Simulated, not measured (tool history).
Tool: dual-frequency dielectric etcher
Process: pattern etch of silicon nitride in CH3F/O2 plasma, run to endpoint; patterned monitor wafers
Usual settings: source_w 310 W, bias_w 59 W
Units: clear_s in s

run   hour  source_w  bias_w  wafers since the last listed run  hours since the last wet clean  hours since the last source power generator calibration  hours since the last bias power generator calibration  hours since the last upper electrode change  incoming incoming film thickness, nm  clear_s
  1    0.0       310      59                                 0                           419.9                                                   3748.5                                                 4041.1                                       3403.5                                  84.9    113.3
      76.0  -- wet clean of the chamber
  2   76.5       310      59                               292                             0.5                                                   3825.0                                                 4117.6                                       3480.0                                  85.0    113.9
  3   76.9       310      59                                 2                             0.9                                                   3825.4                                                 4118.0                                       3480.4                                  85.8    115.0
  4   77.3       310      59                                 2                             1.3                                                   3825.8                                                 4118.4                                       3480.8                                  84.3    113.9
  5   81.8       310      59                                25                             5.8                                                   3830.3                                                 4122.9                                       3485.3                                  84.8    113.6
      90.7  -- bias power generator calibrated
  6   92.7       310      59                                38                            16.7                                                   3841.2                                                    2.0                                       3496.2                                  84.6    113.4
  7  104.7       310      59                                66                            28.7                                                   3853.2                                                   14.0                                       3508.2                                  85.3    115.0
  8  111.6       310      59                                38                            35.6                                                   3860.1                                                   20.9                                       3515.1                                  85.1    114.6
  9  123.1       270      67                                64                            47.1                                                   3871.6                                                   32.4                                       3526.6                                  85.6    114.2
     137.1  -- source power generator calibrated
     157.3  -- upper electrode replaced
 10  157.8       380      70                                58                            81.8                                                     20.7                                                   67.1                                          0.5                                  85.0     99.9

The next listed run, before its measurement:
 11  158.2       240      72                                 2                            82.2                                                     21.1                                                   67.5                                          0.9                                  85.9        ?

Run 11 gave clear_s 114.8 s.
Without the tool's hidden state the same run would have given clear_s 114.8 s.
